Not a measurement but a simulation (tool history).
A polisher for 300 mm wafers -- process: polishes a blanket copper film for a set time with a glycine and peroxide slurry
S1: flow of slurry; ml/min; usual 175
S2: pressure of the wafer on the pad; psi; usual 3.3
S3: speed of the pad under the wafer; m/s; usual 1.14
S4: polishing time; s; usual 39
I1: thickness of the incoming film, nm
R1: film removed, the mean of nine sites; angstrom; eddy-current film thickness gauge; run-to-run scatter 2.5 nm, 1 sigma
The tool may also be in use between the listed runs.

run	hour	S1	S2	S3	S4	I1	R1
1	0	175	3.3	1.4	39	1425.3	3957
2	15.3	175	3.3	1.14	39	1399.9	3343
3	31	175	3.3	1.14	39	1450.6	3311
4	41.1	175	3.3	1.14	39	1430.3	3321
5	50.1	175	3.3	1.14	39	1411.9	3320
6	60.2	175	3.3	1.14	39	1418.1	3318
7	67.9	175	3.3	1.14	39	1415.1	3320
8	85.4	175	3.3	1.14	39	1450.7	3293
9	92.8	175	3.3	1.14	39	1410.1	3331
10	102.6	175	3.3	1.14	39	1453.2	3301
11	111	175	3.3	1.14	30	1435.1	2582
12	125.1	175	3.3	1.14	39	1455.8	3325
13	138.1	175	3.3	1.14	39	1420.7	3326
14	150.2	160	3.3	1.14	39	1421.8	3288
15	161.9	135	3.3	0.9	26	1438.6	1744
16	177.9	175	3.3	1.4	39	1439.2	3954
17	189.4	175	3.3	1.5	25	1419.4	2702
18	206	175	2.9	1.36	39	1399.4	3567
19	222.3	175	3.3	1.14	39	1442.3	3297
20	239.4	175	3.3	1.14	39	1433.5	3328
21	251.6	175	2.3	1.46	39	1424.7	3264
22	259.1	145	3.3	1.14	39	1443	3199
23	275.5	175	3.3	1.14	39	1418.4	3355
24	291.1	140	3.3	1.46	46	1428.4	4675
25	298.4	125	2.2	0.9	47	1428.1	2512
26	326.6	160	4.1	0.9	28	1429.4	2225
27	339.5	205	2.7	0.82	30	1419.3	1821
28	348.2	130	2.2	1.14	48	1419.8	3066
29	354.5	175	3.3	1.26	34	1439.5	3180
30	371.7	175	3.3	1.14	39	1422.4	3342
31	388.3	175	3.3	1.14	39	1431.2	3320
32	404.6	215	4.2	0.92	43	1404.8	3708
33	413.8	175	3.3	1.14	34	1424.8	2909
34	429.7	125	3.3	1.14	52	1423.5	4147
35	446.7	175	4	1.14	49	1450.9	4756
36	463.7	175	2.8	1.14	39	1446.5	3032
37	484.8	175	3.3	0.82	34	1435.7	2243

Not shown: 5 entries that the log had between the listed runs. Between which runs, and how does the tool's hidden state differ before and after?
Run 13 -> run 14: slurry nozzle cleaned (hour 149.7)
  nothing in the hidden state changes from one run to the other
Run 14 -> run 15: worn pad replaced by a new one (hour 161.4)
  nothing in the hidden state changes from one run to the other
Run 17 -> run 18: head pressure recalibrated (hour 202)
  nothing in the hidden state changes from one run to the other
Run 25 -> run 26: worn pad replaced by a new one (hour 310)
  nothing in the hidden state changes from one run to the other
Run 36 -> run 37: worn pad replaced by a new one (hour 484.3)
  nothing in the hidden state changes from one run to the other
